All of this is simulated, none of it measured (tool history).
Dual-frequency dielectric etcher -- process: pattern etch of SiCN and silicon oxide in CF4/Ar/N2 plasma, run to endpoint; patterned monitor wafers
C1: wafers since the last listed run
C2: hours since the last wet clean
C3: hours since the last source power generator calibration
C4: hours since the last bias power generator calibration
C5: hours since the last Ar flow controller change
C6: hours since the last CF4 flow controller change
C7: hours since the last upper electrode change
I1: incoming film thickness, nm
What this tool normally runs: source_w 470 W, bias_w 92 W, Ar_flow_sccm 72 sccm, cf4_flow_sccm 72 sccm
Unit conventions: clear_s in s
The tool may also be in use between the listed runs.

run 1 day=0.000 | source_w=470 bias_w=92 Ar_flow_sccm=72 cf4_flow_sccm=72 | C1=0 C2=463.4 C3=2092.0 C4=4287.0 C5=1502.8 C6=5095.9 C7=2452.4 | I1=18.02 | clear_s=18.8
run 2 day=0.300 | source_w=470 bias_w=92 Ar_flow_sccm=72 cf4_flow_sccm=72 | C1=135 C2=470.6 C3=2099.2 C4=4294.2 C5=1510.0 C6=5103.1 C7=2459.6 | I1=18.05 | clear_s=18.9
run 3 day=0.846 | source_w=470 bias_w=99 Ar_flow_sccm=72 cf4_flow_sccm=72 | C1=246 C2=483.7 C3=2112.3 C4=4307.3 C5=1523.1 C6=5116.2 C7=2472.7 | I1=18.09 | clear_s=18.1
run 4 day=1.238 | source_w=470 bias_w=99 Ar_flow_sccm=72 cf4_flow_sccm=72 | C1=177 C2=493.1 C3=2121.7 C4=4316.7 C5=1532.5 C6=5125.6 C7=2482.1 | I1=17.86 | clear_s=18.1
run 5 day=1.975 | source_w=470 bias_w=110 Ar_flow_sccm=72 cf4_flow_sccm=86 | C1=333 C2=510.8 C3=2139.4 C4=4334.4 C5=1550.2 C6=5143.3 C7=2499.8 | I1=17.94 | clear_s=16.9
run 6 day=2.296 | source_w=470 bias_w=110 Ar_flow_sccm=72 cf4_flow_sccm=86 | C1=145 C2=518.5 C3=2147.1 C4=4342.1 C5=1557.9 C6=5151.0 C7=2507.5 | I1=17.97 | clear_s=17.0
run 7 day=2.617 | source_w=470 bias_w=110 Ar_flow_sccm=72 cf4_flow_sccm=86 | C1=145 C2=526.2 C3=2154.8 C4=4349.8 C5=1565.6 C6=5158.7 C7=2515.2 | I1=17.96 | clear_s=16.7
run 8 day=2.904 | source_w=470 bias_w=92 Ar_flow_sccm=72 cf4_flow_sccm=72 | C1=129 C2=533.1 C3=2161.7 C4=4356.7 C5=1572.5 C6=5165.6 C7=2522.1 | I1=17.97 | clear_s=18.7
-- day=4.008 source power generator calibrated
-- day=4.133 wet clean of the chamber
run 9 day=4.154 | source_w=470 bias_w=92 Ar_flow_sccm=72 cf4_flow_sccm=72 | C1=432 C2=0.5 C3=3.5 C4=4386.7 C5=1602.5 C6=5195.6 C7=2552.1 | I1=17.78 | clear_s=20.8
run 10 day=4.304 | source_w=470 bias_w=92 Ar_flow_sccm=72 cf4_flow_sccm=72 | C1=67 C2=4.1 C3=7.1 C4=4390.3 C5=1606.1 C6=5199.2 C7=2555.7 | I1=18.01 | clear_s=20.8
run 11 day=4.688 | source_w=470 bias_w=92 Ar_flow_sccm=72 cf4_flow_sccm=72 | C1=173 C2=13.3 C3=16.3 C4=4399.5 C5=1615.3 C6=5208.4 C7=2564.9 | I1=17.78 | clear_s=20.6
run 12 day=4.988 | source_w=420 bias_w=77 Ar_flow_sccm=72 cf4_flow_sccm=72 | C1=135 C2=20.5 C3=23.5 C4=4406.7 C5=1622.5 C6=5215.6 C7=2572.1 | I1=17.96 | clear_s=25.8
-- day=6.154 wet clean of the chamber, repeated, since the last time left the tool worse
-- day=6.279 bias power generator calibrated
-- day=6.700 Ar flow controller replaced
-- day=6.721 upper electrode replaced
run 13 day=6.742 | source_w=400 bias_w=92 Ar_flow_sccm=72 cf4_flow_sccm=60 | C1=163 C2=14.1 C3=65.6 C4=11.1 C5=1.0 C6=5257.7 C7=0.5 | I1=18.00 | clear_s=24.2
run 14 day=6.754 | source_w=470 bias_w=92 Ar_flow_sccm=72 cf4_flow_sccm=72 | C1=5 C2=14.4 C3=65.9 C4=11.4 C5=1.3 C6=5258.0 C7=0.8 | I1=18.01 | clear_s=19.7
run 15 day=6.767 | source_w=470 bias_w=75 Ar_flow_sccm=79 cf4_flow_sccm=79 | C1=5 C2=14.7 C3=66.2 C4=11.7 C5=1.6 C6=5258.3 C7=1.1 | I1=17.96 | clear_s=21.7
run 16 day=6.779 | source_w=560 bias_w=92 Ar_flow_sccm=72 cf4_flow_sccm=88 | C1=5 C2=15.0 C3=66.5 C4=12.0 C5=1.9 C6=5258.6 C7=1.4 | I1=17.90 | clear_s=15.6
run 17 day=7.100 | source_w=470 bias_w=72 Ar_flow_sccm=72 cf4_flow_sccm=77 | C1=145 C2=22.7 C3=74.2 C4=19.7 C5=9.6 C6=5266.3 C7=9.1 | I1=17.85 | clear_s=21.8
run 18 day=7.533 | source_w=370 bias_w=92 Ar_flow_sccm=72 cf4_flow_sccm=72 | C1=195 C2=33.1 C3=84.6 C4=30.1 C5=20.0 C6=5276.7 C7=19.5 | I1=18.10 | clear_s=25.9
-- day=7.842 CF4 flow controller replaced
run 19 day=8.021 | source_w=470 bias_w=84 Ar_flow_sccm=64 cf4_flow_sccm=72 | C1=107 C2=44.8 C3=96.3 C4=41.8 C5=31.7 C6=4.3 C7=31.2 | I1=17.79 | clear_s=19.8
run 20 day=8.500 | source_w=530 bias_w=113 Ar_flow_sccm=55 cf4_flow_sccm=57 | C1=216 C2=56.3 C3=107.8 C4=53.3 C5=43.2 C6=15.8 C7=42.7 | I1=17.86 | clear_s=15.2
run 21 day=8.862 | source_w=470 bias_w=92 Ar_flow_sccm=66 cf4_flow_sccm=72 | C1=163 C2=65.0 C3=116.5 C4=62.0 C5=51.9 C6=24.5 C7=51.4 | I1=17.78 | clear_s=19.1
run 22 day=9.229 | source_w=470 bias_w=82 Ar_flow_sccm=72 cf4_flow_sccm=87 | C1=165 C2=73.8 C3=125.3 C4=70.8 C5=60.7 C6=33.3 C7=60.2 | I1=18.11 | clear_s=20.3
run 23 day=9.533 | source_w=470 bias_w=84 Ar_flow_sccm=72 cf4_flow_sccm=64 | C1=137 C2=81.1 C3=132.6 C4=78.1 C5=68.0 C6=40.6 C7=67.5 | I1=17.88 | clear_s=20.5
run 24 day=10.075 | source_w=470 bias_w=92 Ar_flow_sccm=72 cf4_flow_sccm=72 | C1=244 C2=94.1 C3=145.6 C4=91.1 C5=81.0 C6=53.6 C7=80.5 | I1=18.03 | clear_s=19.3

Describe how what the log doesn't record of the tool's condition differs between the last listed run preceding each entry between runs and the first listed run following it.
From run 8 to run 9: source power generator calibrated (day 4.008); wet clean of the chamber (day 4.133)
  etch rate over this chamber's usual, %: 4.02 -> -6.89
  measured less the result without the state, clear_s: -0.8 -> +1.5 s
From run 12 to run 13: wet clean of the chamber, repeated, since the last time left the tool worse (day 6.154); bias power generator calibrated (day 6.279); Ar flow controller replaced (day 6.700); upper electrode replaced (day 6.721)
  etch rate over this chamber's usual, %: -6.73 -> -0.771
  measured less the result without the state, clear_s: +1.8 -> +0.2 s
From run 18 to run 19: CF4 flow controller replaced (day 7.842)
  etch rate over this chamber's usual, %: -0.612 -> -0.515
  measured less the result without the state, clear_s: +0.2 -> +0.1 s

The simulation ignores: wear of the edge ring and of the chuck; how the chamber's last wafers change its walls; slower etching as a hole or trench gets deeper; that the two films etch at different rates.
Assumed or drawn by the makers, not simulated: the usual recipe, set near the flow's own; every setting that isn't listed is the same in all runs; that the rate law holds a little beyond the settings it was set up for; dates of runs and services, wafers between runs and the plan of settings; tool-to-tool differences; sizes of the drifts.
